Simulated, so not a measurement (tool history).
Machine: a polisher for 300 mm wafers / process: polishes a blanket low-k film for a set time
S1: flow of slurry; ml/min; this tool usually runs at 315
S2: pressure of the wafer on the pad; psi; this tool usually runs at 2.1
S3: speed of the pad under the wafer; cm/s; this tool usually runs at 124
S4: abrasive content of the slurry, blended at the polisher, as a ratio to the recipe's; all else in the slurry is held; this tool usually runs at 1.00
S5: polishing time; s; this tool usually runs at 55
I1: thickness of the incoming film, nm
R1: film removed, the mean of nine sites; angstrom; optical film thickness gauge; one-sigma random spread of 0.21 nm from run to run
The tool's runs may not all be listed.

| run | day | S1 | S2 | S3 | S4 | S5 | I1 | R1 |
|---|---|---|---|---|---|---|---|---|
| 1 | 0.000 | 315 | 2.1 | 124 | 1.00 | 55 | 602.4 | 281 |
|  | 4.129 | slurry blender recalibrated |
| 2 | 4.150 | 315 | 2.1 | 124 | 1.00 | 55 | 612.4 | 270 |
| 3 | 8.042 | 315 | 2.8 | 124 | 1.25 | 55 | 606.3 | 394 |
| 4 | 20.188 | 315 | 2.1 | 124 | 1.15 | 55 | 604.2 | 274 |
|  | 22.654 | slurry nozzle cleaned |
| 5 | 24.383 | 315 | 2.1 | 124 | 1.00 | 55 | 604.1 | 251 |
|  | 27.742 | head pressure recalibrated |
| 6 | 28.175 | 315 | 1.9 | 82 | 1.00 | 55 | 601.3 | 175 |
|  | 31.408 | worn pad replaced by a new one |
| 7 | 32.421 | 385 | 2.1 | 124 | 1.00 | 60 | 612.7 | 288 |
| 8 | 35.108 | 395 | 2.1 | 152 | 1.00 | 55 | 602.5 | 299 |
|  | 35.433 | slurry blender recalibrated |
|  | 36.212 | conditioning disc replaced and pad reconditioned |
| 9 | 37.188 | 315 | 2.8 | 124 | 1.00 | 39 | 608.5 | 266 |
| 10 | 39.371 | 315 | 1.7 | 82 | 1.00 | 55 | 606.9 | 165 |
| 11 | 43.621 | 315 | 2.1 | 124 | 1.00 | 55 | 598.8 | 269 |
| 12 | 46.433 | 315 | 2.1 | 90 | 1.10 | 55 | 603.8 | 221 |
| 13 | 48.492 | 315 | 2.1 | 124 | 1.00 | 55 | 620.4 | 265 |
| 14 | 51.421 | 375 | 2.1 | 124 | 1.00 | 37 | 610.9 | 181 |
| 15 | 53.412 | 315 | 2.1 | 124 | 1.00 | 55 | 605.1 | 263 |
| 16 | 55.392 | 350 | 2.1 | 124 | 1.00 | 46 | 603.9 | 218 |
| 17 | 57.358 | 315 | 2.1 | 124 | 1.00 | 55 | 597.2 | 260 |
| 18 | 60.550 | 315 | 1.7 | 124 | 0.70 | 46 | 622.0 | 137 |
|  | 63.100 | slurry nozzle cleaned |
| 19 | 63.421 | 260 | 2.1 | 124 | 1.00 | 55 | 603.7 | 251 |
| 20 | 66.988 | 315 | 2.1 | 104 | 1.00 | 73 | 610.1 | 297 |
|  | 67.375 | worn pad replaced by a new one |
|  | 71.471 | conditioning disc replaced and pad reconditioned |
| 21 | 71.492 | 315 | 1.5 | 110 | 1.15 | 67 | 621.0 | 236 |
|  | 73.296 | slurry blender recalibrated |
| 22 | 74.079 | 315 | 2.5 | 148 | 1.00 | 61 | 606.0 | 405 |
| 23 | 77.546 | 265 | 2.1 | 100 | 0.85 | 70 | 611.3 | 252 |
| 24 | 79.854 | 315 | 2.6 | 124 | 1.00 | 55 | 614.2 | 316 |
|  | 85.325 | head pressure recalibrated |
| 25 | 86.696 | 225 | 2.1 | 152 | 1.10 | 55 | 607.6 | 311 |
| 26 | 90.071 | 315 | 2.1 | 166 | 1.00 | 60 | 608.8 | 345 |

Alternative continuations, all from the tool just after run 26; predict every row:
| A | 90.088 | 315 | 2.1 | 124 | 1.00 | 55 | 608.8 | ? |
| B | 90.088 | 250 | 2.1 | 124 | 1.10 | 55 | 608.8 | ? |
| C | 90.088 | 350 | 2.1 | 124 | 1.00 | 42 | 608.8 | ? |

| run | R1 |
|---|---|
| A | 262 |
| B | 271 |
| C | 201 |
With the hidden condition removed and each run's random variation left untouched, the same runs would have given:
| run | R1 |
|---|---|
| A | 291 |
| B | 302 |
| C | 224 |

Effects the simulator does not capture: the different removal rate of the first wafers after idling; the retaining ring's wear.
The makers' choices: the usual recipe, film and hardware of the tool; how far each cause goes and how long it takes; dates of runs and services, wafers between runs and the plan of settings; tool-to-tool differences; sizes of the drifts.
